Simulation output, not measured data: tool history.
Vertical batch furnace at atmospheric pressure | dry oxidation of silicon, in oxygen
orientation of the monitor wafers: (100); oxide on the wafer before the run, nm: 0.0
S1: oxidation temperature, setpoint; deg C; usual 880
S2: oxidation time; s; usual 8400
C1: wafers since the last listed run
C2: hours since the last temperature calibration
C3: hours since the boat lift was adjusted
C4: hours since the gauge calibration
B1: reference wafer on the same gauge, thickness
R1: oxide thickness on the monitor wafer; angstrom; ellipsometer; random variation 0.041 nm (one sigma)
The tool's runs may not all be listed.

Run 1, hour 0.0: usual settings; C1 0; C2 2877.8; C3 3795.6; C4 126.2; B1 24.30. Result: R1 288.2 angstrom.
Run 2, hour 30.7: usual settings; C1 334; C2 2908.5; C3 3826.3; C4 156.9; B1 24.30. Result: R1 288.1 angstrom.
Run 3, hour 50.5: usual settings but S2 10560 s; C1 215; C2 2928.3; C3 3846.1; C4 176.7; B1 24.30. Result: R1 336.9 angstrom.
Run 4, hour 64.4: usual settings; C1 151; C2 2942.2; C3 3860.0; C4 190.6; B1 24.29. Result: R1 289.2 angstrom.
Run 5, hour 92.0: usual settings; C1 300; C2 2969.8; C3 3887.6; C4 218.2; B1 24.29. Result: R1 289.4 angstrom.
Run 6, hour 123.5: usual settings but S1 866 deg C; C1 342; C2 3001.3; C3 3919.1; C4 249.7; B1 24.30. Result: R1 249.5 angstrom.
At hour 168.6: boat lift adjusted.
Run 7, hour 169.1: usual settings but S2 5370 s; C1 235; C2 3046.9; C3 0.5; C4 295.3; B1 24.30. Result: R1 215.7 angstrom.
Run 8, hour 175.1: usual settings; C1 65; C2 3052.9; C3 6.5; C4 301.3; B1 24.30. Result: R1 289.3 angstrom.
At hour 181.8: gauge calibrated.
Run 9, hour 262.0: usual settings but S1 902 deg C; C1 946; C2 3139.8; C3 93.4; C4 80.2; B1 24.30. Result: R1 365.9 angstrom.
At hour 290.3: thermocouples replaced and temperature profile calibrated.
Run 10, hour 311.4: usual settings but S1 896 deg C, S2 5160 s; C1 276; C2 21.1; C3 142.8; C4 129.6; B1 24.30. Result: R1 237.4 angstrom.
Run 11, hour 345.9: usual settings but S1 861 deg C, S2 5490 s; C1 375; C2 55.6; C3 177.3; C4 164.1; B1 24.31. Result: R1 170.2 angstrom.
Run 12, hour 367.4: usual settings; C1 234; C2 77.1; C3 198.8; C4 185.6; B1 24.30. Result: R1 276.6 angstrom.
Run 13, hour 383.2: usual settings but S1 902 deg C; C1 172; C2 92.9; C3 214.6; C4 201.4; B1 24.30. Result: R1 348.3 angstrom.
Run 14, hour 406.0: usual settings but S1 901 deg C; C1 248; C2 115.7; C3 237.4; C4 224.2; B1 24.30. Result: R1 345.7 angstrom.

5 ways to go on from here, each from the tool as it stands after run 14. What would each give?
Run A, hour 412.1: usual settings but S2 6450 s; C1 66; C2 121.8; C3 243.5; C4 230.3; B1 ?. Result: R1 ?.
Run B, hour 412.1: usual settings but S2 6660 s; C1 66; C2 121.8; C3 243.5; C4 230.3; B1 ?. Result: R1 ?.
Run C, hour 412.1: usual settings but S1 862 deg C, S2 12150 s; C1 66; C2 121.8; C3 243.5; C4 230.3; B1 ?. Result: R1 ?.
Run D, hour 412.1: usual settings but S1 863 deg C, S2 11910 s; C1 66; C2 121.8; C3 243.5; C4 230.3; B1 ?. Result: R1 ?.
Run E, hour 412.1: usual settings but S1 904 deg C, S2 9480 s; C1 66; C2 121.8; C3 243.5; C4 230.3; B1 ?. Result: R1 ?.

run     B1     R1
  A  24.30  232.8
  B  24.30  237.8
  C  24.30  291.6
  D  24.30  290.9
  E  24.30  388.4
Without the tool's hidden state the same runs would have given:
run     R1
  A  231.6
  B  236.5
  C  289.9
  D  289.3
  E  386.3
